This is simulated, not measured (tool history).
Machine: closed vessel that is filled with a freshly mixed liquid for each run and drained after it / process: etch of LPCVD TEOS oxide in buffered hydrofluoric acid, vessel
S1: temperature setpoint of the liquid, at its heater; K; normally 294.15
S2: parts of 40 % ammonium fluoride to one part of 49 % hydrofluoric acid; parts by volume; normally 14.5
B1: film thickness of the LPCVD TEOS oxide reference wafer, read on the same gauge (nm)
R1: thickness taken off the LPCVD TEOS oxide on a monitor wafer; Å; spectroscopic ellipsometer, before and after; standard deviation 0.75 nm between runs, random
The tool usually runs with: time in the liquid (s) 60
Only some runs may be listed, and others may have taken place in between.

run 1 hour=0.0 | S1=294.15 S2=14.5 time_in_the_liquid_(s)=60 | B1=29.97 | R1=1423.1
-- hour=40.9 thermometer replaced
run 2 hour=65.7 | S1=294.15 S2=14.5 time_in_the_liquid_(s)=60 | B1=29.97 | R1=1438.8
run 3 hour=115.1 | S1=294.15 S2=14.5 time_in_the_liquid_(s)=60 | B1=29.98 | R1=1434.7
run 4 hour=216.0 | S1=294.15 S2=14.5 time_in_the_liquid_(s)=60 | B1=30.05 | R1=1434.2
run 5 hour=323.4 | S1=294.15 S2=14.5 time_in_the_liquid_(s)=60 | B1=30.00 | R1=1430.1
run 6 hour=410.0 | S1=294.15 S2=14.5 time_in_the_liquid_(s)=60 | B1=29.98 | R1=1438.1
run 7 hour=510.7 | S1=294.15 S2=14.5 time_in_the_liquid_(s)=60 | B1=30.03 | R1=1440.6
run 8 hour=580.0 | S1=294.15 S2=14.5 time_in_the_liquid_(s)=60 | B1=30.01 | R1=1436.7
run 9 hour=677.4 | S1=294.15 S2=14.5 time_in_the_liquid_(s)=35 | B1=29.99 | R1=832.9
-- hour=709.5 gauge calibrated
run 10 hour=739.4 | S1=294.15 S2=14.5 time_in_the_liquid_(s)=60 | B1=30.03 | R1=1422.1
run 11 hour=782.4 | S1=297.15 S2=14.5 time_in_the_liquid_(s)=35 | B1=30.06 | R1=989.2

Run 12, settings as shown, results not yet in. Your forecast:
run 12 hour=852.9 | S1=294.15 S2=14.5 time_in_the_liquid_(s)=60 | B1=? | R1=?

{"run 12": {"B1": 29.99, "R1": 1427.8}}
With the hidden condition absent and the run-to-run variation left alone, this run would have shown R1 1427.8 Å.
